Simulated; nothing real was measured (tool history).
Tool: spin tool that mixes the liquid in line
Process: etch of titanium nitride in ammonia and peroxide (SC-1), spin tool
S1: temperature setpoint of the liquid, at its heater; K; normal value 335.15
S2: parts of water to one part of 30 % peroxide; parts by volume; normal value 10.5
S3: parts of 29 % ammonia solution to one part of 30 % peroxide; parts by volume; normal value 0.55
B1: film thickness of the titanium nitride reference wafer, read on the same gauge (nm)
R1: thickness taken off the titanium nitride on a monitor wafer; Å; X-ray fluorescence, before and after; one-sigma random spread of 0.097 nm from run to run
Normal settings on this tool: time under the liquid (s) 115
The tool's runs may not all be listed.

run 1 hour=0 | S1=327.65 S2=10.5 S3=0.6 time_under_the_liquid_(s)=115 | B1=90.03 | R1=153.3
-- hour=91.2 new drum of ammonia solution connected
run 2 hour=97.2 | S1=335.15 S2=10.5 S3=0.5 time_under_the_liquid_(s)=115 | B1=89.98 | R1=243.7
-- hour=112.1 ammonia flow meter replaced
run 3 hour=197 | S1=335.15 S2=10.5 S3=0.55 time_under_the_liquid_(s)=115 | B1=90.03 | R1=249.6
run 4 hour=301.7 | S1=335.15 S2=10.5 S3=0.55 time_under_the_liquid_(s)=115 | B1=90 | R1=248.4
run 5 hour=370.6 | S1=335.15 S2=10.5 S3=0.55 time_under_the_liquid_(s)=115 | B1=89.97 | R1=248
run 6 hour=434.5 | S1=335.15 S2=10.5 S3=0.55 time_under_the_liquid_(s)=115 | B1=89.97 | R1=247.3
-- hour=463.6 new drum of ammonia solution connected
-- hour=482.8 thermometer replaced
run 7 hour=502.9 | S1=335.15 S2=10.5 S3=0.55 time_under_the_liquid_(s)=115 | B1=90.01 | R1=259.3
run 8 hour=565 | S1=335.15 S2=14 S3=0.4 time_under_the_liquid_(s)=150 | B1=89.99 | R1=273
-- hour=591.9 gauge calibrated
run 9 hour=668.4 | S1=335.15 S2=14.5 S3=0.55 time_under_the_liquid_(s)=115 | B1=90.02 | R1=218.2
run 10 hour=761.2 | S1=335.15 S2=14.5 S3=0.55 time_under_the_liquid_(s)=115 | B1=90 | R1=215.4
-- hour=775.4 heated supply line repaired
run 11 hour=803.3 | S1=335.15 S2=10.5 S3=0.55 time_under_the_liquid_(s)=115 | B1=89.99 | R1=257.2
-- hour=811.8 new drum of ammonia solution connected
-- hour=845 ammonia flow meter replaced
run 12 hour=904.2 | S1=335.15 S2=5.5 S3=0.55 time_under_the_liquid_(s)=115 | B1=90.02 | R1=354.2
run 13 hour=949.1 | S1=335.15 S2=10.5 S3=0.8 time_under_the_liquid_(s)=170 | B1=89.99 | R1=406.7
run 14 hour=1056.5 | S1=335.15 S2=10.5 S3=0.3 time_under_the_liquid_(s)=115 | B1=90.01 | R1=228.7

Alternative continuations, all from the tool just after run 14; predict every row:
run A hour=1056.9 | S1=335.15 S2=10.5 S3=0.55 time_under_the_liquid_(s)=65 | B1=? | R1=?
run B hour=1056.9 | S1=342.15 S2=10.5 S3=0.55 time_under_the_liquid_(s)=55 | B1=? | R1=?
run C hour=1056.9 | S1=342.65 S2=8 S3=0.75 time_under_the_liquid_(s)=115 | B1=? | R1=?
run D hour=1056.9 | S1=325.65 S2=9 S3=0.55 time_under_the_liquid_(s)=115 | B1=? | R1=?
run E hour=1056.9 | S1=335.15 S2=10.5 S3=0.35 time_under_the_liquid_(s)=115 | B1=? | R1=?

run=A B1=90.02 R1=143.2
run=B B1=90.02 R1=189.1
run=C B1=90.02 R1=492.9
run=D B1=90.02 R1=145.5
run=E B1=90.02 R1=233.9
The same runs, with their run-to-run variation unchanged, on a tool lacking any hidden condition would have given:
run=A R1=146.2
run=B R1=192.8
run=C R1=502.5
run=D R1=148.7
run=E R1=238.6

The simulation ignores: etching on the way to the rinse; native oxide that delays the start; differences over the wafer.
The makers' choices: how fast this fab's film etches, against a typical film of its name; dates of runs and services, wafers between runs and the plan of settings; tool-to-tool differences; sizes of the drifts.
